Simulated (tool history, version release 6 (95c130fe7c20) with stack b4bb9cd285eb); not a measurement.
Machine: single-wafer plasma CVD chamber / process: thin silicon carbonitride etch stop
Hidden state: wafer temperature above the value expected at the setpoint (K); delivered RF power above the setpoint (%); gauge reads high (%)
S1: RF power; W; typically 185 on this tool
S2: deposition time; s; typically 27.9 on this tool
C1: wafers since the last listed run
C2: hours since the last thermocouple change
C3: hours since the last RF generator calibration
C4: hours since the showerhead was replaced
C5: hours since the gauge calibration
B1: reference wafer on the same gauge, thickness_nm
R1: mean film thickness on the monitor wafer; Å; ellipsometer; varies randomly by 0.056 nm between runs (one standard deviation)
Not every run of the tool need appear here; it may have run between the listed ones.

run 1 day=0.000 | S1=185 S2=27.9 | C1=0 C2=2120.1 C3=1831.6 C4=3706.3 C5=1998.5 | B1=13.707 | R1=155.63
-- day=3.892 thermocouple changed; heater temperature recalibrated
run 2 day=7.279 | S1=185 S2=25.3 | C1=3690 C2=81.3 C3=2006.3 C4=3881.0 C5=2173.2 | B1=13.688 | R1=140.34
run 3 day=11.225 | S1=160 S2=27.9 | C1=2096 C2=176.0 C3=2101.0 C4=3975.7 C5=2267.9 | B1=13.709 | R1=147.23
run 4 day=14.046 | S1=160 S2=27.9 | C1=1498 C2=243.7 C3=2168.7 C4=4043.4 C5=2335.6 | B1=13.701 | R1=146.79
run 5 day=15.688 | S1=185 S2=27.9 | C1=872 C2=283.1 C3=2208.1 C4=4082.8 C5=2375.0 | B1=13.706 | R1=155.19
run 6 day=17.212 | S1=185 S2=27.9 | C1=810 C2=319.7 C3=2244.7 C4=4119.4 C5=2411.6 | B1=13.696 | R1=154.67
run 7 day=19.875 | S1=185 S2=27.9 | C1=1414 C2=383.6 C3=2308.6 C4=4183.3 C5=2475.5 | B1=13.697 | R1=154.79
run 8 day=22.262 | S1=185 S2=27.9 | C1=1268 C2=440.9 C3=2365.9 C4=4240.6 C5=2532.8 | B1=13.698 | R1=154.72
-- day=23.379 RF generator calibrated
run 9 day=24.438 | S1=185 S2=27.9 | C1=978 C2=493.1 C3=25.4 C4=4292.8 C5=2585.0 | B1=13.708 | R1=154.51
run 10 day=26.583 | S1=185 S2=27.9 | C1=1140 C2=544.6 C3=76.9 C4=4344.3 C5=2636.5 | B1=13.689 | R1=154.75
-- day=27.146 gauge calibrated
run 11 day=30.921 | S1=185 S2=27.9 | C1=2304 C2=648.7 C3=181.0 C4=4448.4 C5=90.6 | B1=13.710 | R1=153.22
run 12 day=35.246 | S1=170 S2=22.8 | C1=2298 C2=752.5 C3=284.8 C4=4552.2 C5=194.4 | B1=13.713 | R1=122.55
run 13 day=36.975 | S1=185 S2=27.9 | C1=918 C2=794.0 C3=326.3 C4=4593.7 C5=235.9 | B1=13.696 | R1=154.77
-- day=37.654 showerhead replaced
run 14 day=39.050 | S1=185 S2=30.6 | C1=925 C2=843.8 C3=376.1 C4=33.5 C5=285.7 | B1=13.697 | R1=169.76
run 15 day=42.325 | S1=170 S2=32.5 | C1=1740 C2=922.4 C3=454.7 C4=112.1 C5=364.3 | B1=13.697 | R1=174.98
run 16 day=44.329 | S1=210 S2=30.3 | C1=1064 C2=970.5 C3=502.8 C4=160.2 C5=412.4 | B1=13.705 | R1=174.33
run 17 day=48.062 | S1=165 S2=31.9 | C1=1983 C2=1060.1 C3=592.4 C4=249.8 C5=502.0 | B1=13.701 | R1=169.73
run 18 day=50.250 | S1=170 S2=31.0 | C1=1162 C2=1112.6 C3=644.9 C4=302.3 C5=554.5 | B1=13.703 | R1=166.34
run 19 day=63.504 | S1=185 S2=27.9 | C1=7043 C2=1430.7 C3=963.0 C4=620.4 C5=872.6 | B1=13.696 | R1=154.77
run 20 day=65.029 | S1=185 S2=29.8 | C1=810 C2=1467.3 C3=999.6 C4=657.0 C5=909.2 | B1=13.706 | R1=165.96
run 21 day=69.425 | S1=160 S2=27.9 | C1=2335 C2=1572.8 C3=1105.1 C4=762.5 C5=1014.7 | B1=13.690 | R1=146.05
run 22 day=71.321 | S1=215 S2=24.6 | C1=1007 C2=1618.3 C3=1150.6 C4=808.0 C5=1060.2 | B1=13.697 | R1=144.08
run 23 day=75.142 | S1=185 S2=27.9 | C1=2030 C2=1710.0 C3=1242.3 C4=899.7 C5=1151.9 | B1=13.697 | R1=155.55
run 24 day=78.354 | S1=185 S2=27.9 | C1=1707 C2=1787.1 C3=1319.4 C4=976.8 C5=1229.0 | B1=13.702 | R1=155.28
run 25 day=80.004 | S1=185 S2=27.9 | C1=876 C2=1826.7 C3=1359.0 C4=1016.4 C5=1268.6 | B1=13.709 | R1=154.18
run 26 day=83.167 | S1=185 S2=27.9 | C1=1680 C2=1902.6 C3=1434.9 C4=1092.3 C5=1344.5 | B1=13.707 | R1=154.01
run 27 day=85.842 | S1=185 S2=27.9 | C1=1421 C2=1966.8 C3=1499.1 C4=1156.5 C5=1408.7 | B1=13.693 | R1=155.64
run 28 day=87.562 | S1=215 S2=32.6 | C1=914 C2=2008.1 C3=1540.4 C4=1197.8 C5=1450.0 | B1=13.692 | R1=189.59
run 29 day=90.208 | S1=160 S2=24.6 | C1=1405 C2=2071.6 C3=1603.9 C4=1261.3 C5=1513.5 | B1=13.709 | R1=129.09
run 30 day=92.779 | S1=165 S2=25.5 | C1=1366 C2=2133.3 C3=1665.6 C4=1323.0 C5=1575.2 | B1=13.692 | R1=135.48
run 31 day=94.850 | S1=215 S2=27.9 | C1=1100 C2=2183.0 C3=1715.3 C4=1372.7 C5=1624.9 | B1=13.696 | R1=162.76
-- day=98.033 thermocouple changed; heater temperature recalibrated
run 32 day=98.550 | S1=160 S2=31.1 | C1=1788 C2=12.4 C3=1804.1 C4=1461.5 C5=1713.7 | B1=13.699 | R1=164.51
run 33 day=101.917 | S1=170 S2=27.9 | C1=1788 C2=93.2 C3=1884.9 C4=1542.3 C5=1794.5 | B1=13.701 | R1=150.20
run 34 day=104.471 | S1=185 S2=27.9 | C1=1357 C2=154.5 C3=1946.2 C4=1603.6 C5=1855.8 | B1=13.687 | R1=154.36

For each run, what was the tool's unlogged condition?
wafer temperature above the value expected at the setpoint (K): 0, the same for each run
delivered RF power above the setpoint (%): 0, the same for each run
gauge reads high (%): 0, the same for each run
